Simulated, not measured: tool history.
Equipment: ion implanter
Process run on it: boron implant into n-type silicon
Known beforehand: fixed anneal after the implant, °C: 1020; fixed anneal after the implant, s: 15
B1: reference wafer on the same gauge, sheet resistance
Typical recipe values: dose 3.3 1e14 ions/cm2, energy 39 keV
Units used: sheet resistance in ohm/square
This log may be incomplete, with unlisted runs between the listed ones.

Run 1, day 0: usual settings; B1 250.19. Result: sheet resistance 259.15 ohm/square.
Run 2, day 0.458: usual settings; B1 249.78. Result: sheet resistance 260.04 ohm/square.
Run 3, day 1.204: usual settings; B1 250.03. Result: sheet resistance 261.82 ohm/square.
Run 4, day 1.483: usual settings but dose 2.63 1e14 ions/cm2; B1 249.93. Result: sheet resistance 311.41 ohm/square.
Run 5, day 1.817: usual settings but energy 48 keV; B1 250.16. Result: sheet resistance 255.3 ohm/square.
Run 6, day 2.375: usual settings but energy 48 keV; B1 249.99. Result: sheet resistance 255.09 ohm/square.
Run 7, day 2.642: usual settings; B1 250.05. Result: sheet resistance 261.63 ohm/square.
Run 8, day 3.117: usual settings; B1 249.86. Result: sheet resistance 261.18 ohm/square.
Run 9, day 3.45: usual settings; B1 250.35. Result: sheet resistance 261.48 ohm/square.
Run 10, day 3.862: usual settings; B1 249.82. Result: sheet resistance 261.34 ohm/square.
Run 11, day 4.138: usual settings but dose 2.54 1e14 ions/cm2; B1 249.98. Result: sheet resistance 322.52 ohm/square.
Run 12, day 4.629: usual settings but dose 2.54 1e14 ions/cm2; B1 250.18. Result: sheet resistance 323.74 ohm/square.
Run 13, day 5.488: usual settings but dose 3.55 1e14 ions/cm2, energy 29.5 keV; B1 250.16. Result: sheet resistance 255.67 ohm/square.
Run 14, day 5.754: usual settings; B1 249.93. Result: sheet resistance 264.15 ohm/square.
Run 15, day 6.229: usual settings but dose 4.04 1e14 ions/cm2, energy 44.5 keV; B1 250.06. Result: sheet resistance 213.53 ohm/square.
Run 16, day 6.571: usual settings but energy 52 keV; B1 250.15. Result: sheet resistance 246.8 ohm/square.
Run 17, day 7.504: usual settings but dose 4.23 1e14 ions/cm2; B1 249.99. Result: sheet resistance 209.04 ohm/square.
Run 18, day 8: usual settings; B1 250.31. Result: sheet resistance 255.9 ohm/square.
Run 19, day 8.521: usual settings but dose 3.78 1e14 ions/cm2, energy 27.5 keV; B1 249.88. Result: sheet resistance 236.48 ohm/square.
Run 20, day 8.883: usual settings but dose 3.87 1e14 ions/cm2, energy 30 keV; B1 249.85. Result: sheet resistance 230.95 ohm/square.
Run 21, day 9.204: usual settings but energy 45 keV; B1 250. Result: sheet resistance 250.98 ohm/square.
Run 22, day 9.704: usual settings but dose 2.63 1e14 ions/cm2; B1 250.21. Result: sheet resistance 306.62 ohm/square.
Run 23, day 10.05: usual settings but dose 2.39 1e14 ions/cm2, energy 32 keV; B1 250.16. Result: sheet resistance 337.05 ohm/square.
Run 24, day 12.25: usual settings; B1 250.08. Result: sheet resistance 255.64 ohm/square.

Not shown here: 3 entries made in the log between runs. Locate each between two listed runs and compare the hidden state at the listed run before it with the hidden state at the listed run after it:
Run 9 -> run 10: gauge calibrated (day 3.779)
  deviation of the true dose from the Faraday cup's reading, %: -3.46 -> -3.55
  difference, measured minus the result without the unlogged condition, sheet resistance: +7.26 -> +7.45 ohm/square
Run 12 -> run 13: extraction supply calibrated (day 5.467)
  deviation of the true dose from the Faraday cup's reading, %: -3.72 -> -3.92
  difference, measured minus the result without the unlogged condition, sheet resistance: +9.37 -> +8.09 ohm/square
Run 14 -> run 15: Faraday cup replaced and dose calibrated (day 6.208)
  deviation of the true dose from the Faraday cup's reading, %: -3.98 -> -0.193
  difference, measured minus the result without the unlogged condition, sheet resistance: +8.44 -> +0.33 ohm/square

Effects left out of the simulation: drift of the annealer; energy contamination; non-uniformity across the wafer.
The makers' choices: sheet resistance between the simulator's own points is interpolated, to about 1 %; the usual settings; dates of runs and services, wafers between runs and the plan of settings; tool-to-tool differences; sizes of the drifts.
